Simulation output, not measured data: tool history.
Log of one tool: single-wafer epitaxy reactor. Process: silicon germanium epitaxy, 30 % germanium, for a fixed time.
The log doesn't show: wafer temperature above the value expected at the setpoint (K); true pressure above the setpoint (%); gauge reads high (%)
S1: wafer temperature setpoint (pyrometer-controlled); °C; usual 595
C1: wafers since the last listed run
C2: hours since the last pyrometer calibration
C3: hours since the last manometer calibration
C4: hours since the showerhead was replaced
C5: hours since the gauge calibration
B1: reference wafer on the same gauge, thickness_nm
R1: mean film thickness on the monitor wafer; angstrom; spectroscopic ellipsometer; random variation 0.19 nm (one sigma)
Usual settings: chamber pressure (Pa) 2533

Run 1, day 0: usual settings but S1 603 °C, chamber pressure (Pa) 2800; C1 0; C2 1598.2; C3 1545.5; C4 7707.8; C5 354.5; B1 59.786. Result: R1 620.3 angstrom.
Run 2, day 2.05: usual settings but S1 603 °C, chamber pressure (Pa) 2800; C1 684; C2 1647.4; C3 1594.7; C4 7757; C5 403.7; B1 59.864. Result: R1 622.47 angstrom.
At day 3.696: gauge calibrated.
Run 3, day 4.588: usual settings but chamber pressure (Pa) 2826; C1 847; C2 1708.3; C3 1655.6; C4 7817.9; C5 21.4; B1 59.709. Result: R1 548.16 angstrom.
Run 4, day 7.071: usual settings; C1 829; C2 1767.9; C3 1715.2; C4 7877.5; C5 81; B1 59.772. Result: R1 515.12 angstrom.
Run 5, day 9: usual settings; C1 644; C2 1814.2; C3 1761.5; C4 7923.8; C5 127.3; B1 59.893. Result: R1 516.95 angstrom.
Run 6, day 10.546: usual settings; C1 516; C2 1851.3; C3 1798.6; C4 7960.9; C5 164.4; B1 59.889. Result: R1 516.87 angstrom.
Run 7, day 11.621: usual settings; C1 358; C2 1877.1; C3 1824.4; C4 7986.7; C5 190.2; B1 59.799. Result: R1 513.26 angstrom.
Run 8, day 12.642: usual settings; C1 340; C2 1901.6; C3 1848.9; C4 8011.2; C5 214.7; B1 59.727. Result: R1 513.98 angstrom.
At day 14.496: showerhead replaced.
Run 9, day 14.517: usual settings but S1 588 °C; C1 514; C2 1946.6; C3 1893.9; C4 0.5; C5 259.7; B1 59.708. Result: R1 459.68 angstrom.
Run 10, day 15.671: usual settings; C1 385; C2 1974.3; C3 1921.6; C4 28.2; C5 287.4; B1 59.735. Result: R1 517.34 angstrom.
Run 11, day 18.025: usual settings; C1 785; C2 2030.8; C3 1978.1; C4 84.7; C5 343.9; B1 59.811. Result: R1 516.65 angstrom.
Run 12, day 19.479: usual settings but S1 610 °C, chamber pressure (Pa) 2893; C1 485; C2 2065.7; C3 2013; C4 119.6; C5 378.8; B1 59.747. Result: R1 704.46 angstrom.
Run 13, day 20.938: usual settings but S1 610 °C, chamber pressure (Pa) 2893; C1 486; C2 2100.7; C3 2048; C4 154.6; C5 413.8; B1 59.814. Result: R1 708.09 angstrom.
Run 14, day 22.05: usual settings but S1 604 °C, chamber pressure (Pa) 1947; C1 371; C2 2127.4; C3 2074.7; C4 181.3; C5 440.5; B1 59.803. Result: R1 504.54 angstrom.
Run 15, day 23.942: usual settings but S1 588 °C, chamber pressure (Pa) 2693; C1 631; C2 2172.8; C3 2120.1; C4 226.7; C5 485.9; B1 59.814. Result: R1 473.31 angstrom.
Run 16, day 25.317: usual settings but S1 602 °C, chamber pressure (Pa) 2133; C1 459; C2 2205.8; C3 2153.1; C4 259.7; C5 518.9; B1 59.733. Result: R1 518.45 angstrom.
At day 25.779: gauge calibrated.
At day 26.067: capacitance manometer re-zeroed and calibrated.
Run 17, day 26.621: usual settings but S1 585 °C, chamber pressure (Pa) 2920; C1 324; C2 2237.1; C3 13.3; C4 291; C5 20.2; B1 59.825. Result: R1 451.52 angstrom.
At day 29.758: pyrometer calibrated.
Run 18, day 29.779: usual settings but S1 608 °C, chamber pressure (Pa) 2133; C1 943; C2 0.5; C3 89.1; C4 366.8; C5 96; B1 59.749. Result: R1 589.48 angstrom.
Run 19, day 31.883: usual settings; C1 702; C2 51; C3 139.6; C4 417.3; C5 146.5; B1 59.839. Result: R1 529.64 angstrom.
Run 20, day 33.812: usual settings but S1 585 °C, chamber pressure (Pa) 1986; C1 644; C2 97.3; C3 185.9; C4 463.6; C5 192.8; B1 59.79. Result: R1 386.59 angstrom.
Run 21, day 35.671: usual settings but S1 590 °C, chamber pressure (Pa) 2160; C1 620; C2 141.9; C3 230.5; C4 508.2; C5 237.4; B1 59.849. Result: R1 441.23 angstrom.
Run 22, day 38.629: usual settings; C1 987; C2 212.9; C3 301.5; C4 579.2; C5 308.4; B1 59.874. Result: R1 530.32 angstrom.

Hidden state at the last listed run before each entry between runs and at the first one after, where it differs:
Between runs 2 and 3: gauge calibrated (day 3.696)
  wafer temperature above the value expected at the setpoint (K): -3.43 -> -3.53; true pressure above the setpoint (%): 4.96 -> 5.17
  measured less the result without the state, R1: -17.26 -> -16.05 angstrom
Between runs 8 and 9: showerhead replaced (day 14.496)
  wafer temperature above the value expected at the setpoint (K): -3.87 -> -3.95; true pressure above the setpoint (%): 5.84 -> 6
  measured less the result without the state, R1: -16.11 -> -15.08 angstrom
Between runs 16 and 17: gauge calibrated (day 25.779); capacitance manometer re-zeroed and calibrated (day 26.067)
  wafer temperature above the value expected at the setpoint (K): -4.41 -> -4.47; true pressure above the setpoint (%): 6.9 -> -1.01
  measured less the result without the state, R1: -17.43 -> -37.76 angstrom
Between runs 17 and 18: pyrometer calibrated (day 29.758)
  wafer temperature above the value expected at the setpoint (K): -4.47 -> 0.105; true pressure above the setpoint (%): -1.01 -> -0.741
  measured less the result without the state, R1: -37.76 -> -1.56 angstrom
